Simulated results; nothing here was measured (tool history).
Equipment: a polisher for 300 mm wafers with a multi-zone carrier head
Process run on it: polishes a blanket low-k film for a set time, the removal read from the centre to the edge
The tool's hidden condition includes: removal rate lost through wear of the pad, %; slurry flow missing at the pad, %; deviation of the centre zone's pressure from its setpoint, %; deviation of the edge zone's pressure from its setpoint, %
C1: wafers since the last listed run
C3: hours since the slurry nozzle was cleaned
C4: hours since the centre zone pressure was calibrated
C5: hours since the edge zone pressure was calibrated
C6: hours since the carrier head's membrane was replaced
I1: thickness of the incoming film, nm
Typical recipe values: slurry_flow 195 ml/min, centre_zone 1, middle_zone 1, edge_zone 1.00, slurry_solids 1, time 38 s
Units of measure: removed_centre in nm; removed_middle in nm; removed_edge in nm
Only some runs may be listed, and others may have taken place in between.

run 1 hour=0.0 | slurry_flow=195 centre_zone=1 middle_zone=1 edge_zone=1.00 slurry_solids=1 time=38 | C1=0 wafers_polished_on_this_pad=159 C3=457.0 C4=837.6 C5=441.9 C6=1115.2 | I1=521.4 | removed_centre=13.8 removed_middle=13.8 removed_edge=13.5
run 2 hour=18.6 | slurry_flow=195 centre_zone=1 middle_zone=1 edge_zone=0.92 slurry_solids=1 time=38 | C1=184 wafers_polished_on_this_pad=344 C3=475.6 C4=856.2 C5=460.5 C6=1133.8 | I1=517.9 | removed_centre=13.6 removed_middle=13.7 removed_edge=13.1
run 3 hour=38.7 | slurry_flow=195 centre_zone=1 middle_zone=1 edge_zone=1.00 slurry_solids=1 time=38 | C1=199 wafers_polished_on_this_pad=543 C3=495.7 C4=876.3 C5=480.6 C6=1153.9 | I1=515.6 | removed_centre=13.7 removed_middle=13.6 removed_edge=13.4
-- hour=51.6 worn pad replaced by a new one
run 4 hour=70.3 | slurry_flow=195 centre_zone=1 middle_zone=1 edge_zone=1.00 slurry_solids=1 time=38 | C1=274 wafers_polished_on_this_pad=186 C3=527.3 C4=907.9 C5=512.2 C6=1185.5 | I1=522.4 | removed_centre=13.4 removed_middle=13.5 removed_edge=13.4
run 5 hour=89.4 | slurry_flow=195 centre_zone=1 middle_zone=1 edge_zone=1.00 slurry_solids=1 time=38 | C1=189 wafers_polished_on_this_pad=375 C3=546.4 C4=927.0 C5=531.3 C6=1204.6 | I1=530.1 | removed_centre=13.5 removed_middle=13.3 removed_edge=13.3
-- hour=109.4 slurry nozzle cleaned
run 6 hour=114.3 | slurry_flow=195 centre_zone=1 middle_zone=1 edge_zone=1.00 slurry_solids=1 time=38 | C1=237 wafers_polished_on_this_pad=613 C3=4.9 C4=951.9 C5=556.2 C6=1229.5 | I1=509.8 | removed_centre=14.4 removed_middle=14.4 removed_edge=14.0
-- hour=123.0 worn pad replaced by a new one
run 7 hour=147.9 | slurry_flow=195 centre_zone=1 middle_zone=1 edge_zone=1.00 slurry_solids=1 time=38 | C1=294 wafers_polished_on_this_pad=247 C3=38.5 C4=985.5 C5=589.8 C6=1263.1 | I1=518.9 | removed_centre=14.5 removed_middle=14.3 removed_edge=14.1
run 8 hour=178.6 | slurry_flow=195 centre_zone=1 middle_zone=1 edge_zone=1.00 slurry_solids=1 time=45 | C1=305 wafers_polished_on_this_pad=552 C3=69.2 C4=1016.2 C5=620.5 C6=1293.8 | I1=517.7 | removed_centre=17.0 removed_middle=17.5 removed_edge=16.7
-- hour=200.0 worn pad replaced by a new one
run 9 hour=201.8 | slurry_flow=195 centre_zone=1 middle_zone=1 edge_zone=1.00 slurry_solids=1 time=27 | C1=190 wafers_polished_on_this_pad=17 C3=92.4 C4=1039.4 C5=643.7 C6=1317.0 | I1=523.1 | removed_centre=10.2 removed_middle=10.2 removed_edge=10.0

For run 10, what comes out?
-- hour=208.8 edge zone pressure recalibrated
run 10 hour=216.2 | slurry_flow=195 centre_zone=1 middle_zone=1 edge_zone=1.00 slurry_solids=1 time=38 | C1=123 wafers_polished_on_this_pad=140 C3=106.8 C4=1053.8 C5=7.4 C6=1331.4 | I1=519.8 | removed_centre=? removed_middle=? removed_edge=?

Run 10 gave removed_centre 14.5 nm, removed_middle 14.8 nm, removed_edge 14.0 nm.
If the tool had no hidden condition, the same run with the same run-to-run variation would have returned removed_centre 14.5 nm, removed_middle 14.9 nm, removed_edge 14.0 nm.

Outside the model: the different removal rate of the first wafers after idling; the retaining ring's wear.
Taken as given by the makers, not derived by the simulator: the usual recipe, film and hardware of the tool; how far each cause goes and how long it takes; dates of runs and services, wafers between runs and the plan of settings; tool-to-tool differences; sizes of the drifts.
